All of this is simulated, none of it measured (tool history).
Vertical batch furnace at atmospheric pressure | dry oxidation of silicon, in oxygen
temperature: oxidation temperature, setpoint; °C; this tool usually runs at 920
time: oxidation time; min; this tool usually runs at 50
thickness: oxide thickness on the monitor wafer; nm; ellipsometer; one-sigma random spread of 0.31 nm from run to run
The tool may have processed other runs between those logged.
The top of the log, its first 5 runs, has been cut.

run,day,temperature,time,wafers since the last listed run,hours since the last temperature calibration,hours since the boat lift was adjusted,hours since the gauge calibration,"read-back reference wafer on the same gauge, thickness",thickness
6,5.529,920,50,480,977.7,2410,430.8,49.46,53.77
7,6.088,920,50,224,991.1,2423.4,444.2,49.64,53.51
8,6.871,920,50,315,1009.9,2442.2,463,49.59,54.56
9,8.221,937,50,543,1042.3,2474.6,495.4,49.67,57.3
10,9.112,937,50,359,1063.7,2496,516.8,49.75,56.08
# day 11.242: boat lift adjusted
11,11.262,937,50,463,1115.3,0.5,568.4,49.88,57.31
# day 12.596: gauge calibrated
12,13.588,920,50,936,1171.1,56.3,23.8,48.48,52.32
13,16.442,905,50,1149,1239.6,124.8,92.3,48.51,50.97
14,17.2,905,50,305,1257.8,143,110.5,48.7,50.48
15,17.971,905,50,310,1276.3,161.5,129,48.69,50.95
16,18.992,930,36.5,411,1300.8,186,153.5,48.67,50.68
# day 22.508: thermocouples replaced and temperature profile calibrated
17,22.758,942,27.5,1114,6,276.4,243.9,48.89,50.58
18,24.796,907,39,820,54.9,325.3,292.8,49.01,49.32
19,25.946,902,34.5,463,82.5,352.9,320.4,49.25,48.83
20,26.792,909,66,340,102.8,373.2,340.7,49.12,54.35
21,27.488,920,50,280,119.5,389.9,357.4,49.33,53.66
22,28.462,920,68.5,392,142.9,413.3,380.8,49.15,56.87
23,28.996,913,71,214,155.7,426.1,393.6,49.22,55.99
24,29.638,905,50,258,171.1,441.5,409,49.35,51.21
25,31.129,926,64.5,600,206.9,477.3,444.8,49.31,58.16
26,32.333,937,37,485,235.8,506.2,473.7,49.35,53.15
27,33.721,920,50,558,269.1,539.5,507,49.48,53.41
28,34.7,905,61,394,292.6,563,530.5,49.41,53.77
29,35.617,927,58.5,369,314.6,585,552.5,49.55,56.79
# day 36.462: gauge calibrated
30,37.012,942,73.5,562,348.1,618.5,13.2,48.17,62.54

What if the next run were any one of these 3? Each begins from the tool's condition after run 30:
A,37.183,920,50,68,352.2,622.6,17.3,?,?
B,37.183,909,33,68,352.2,622.6,17.3,?,?
C,37.183,912,50,68,352.2,622.6,17.3,?,?

run,"read-back reference wafer on the same gauge, thickness",thickness
A,48.1,52.1
B,48.1,47.51
C,48.1,50.9
What these runs would have given with no unlogged condition in the tool:
run,thickness
A,52.23
B,47.64
C,51.03
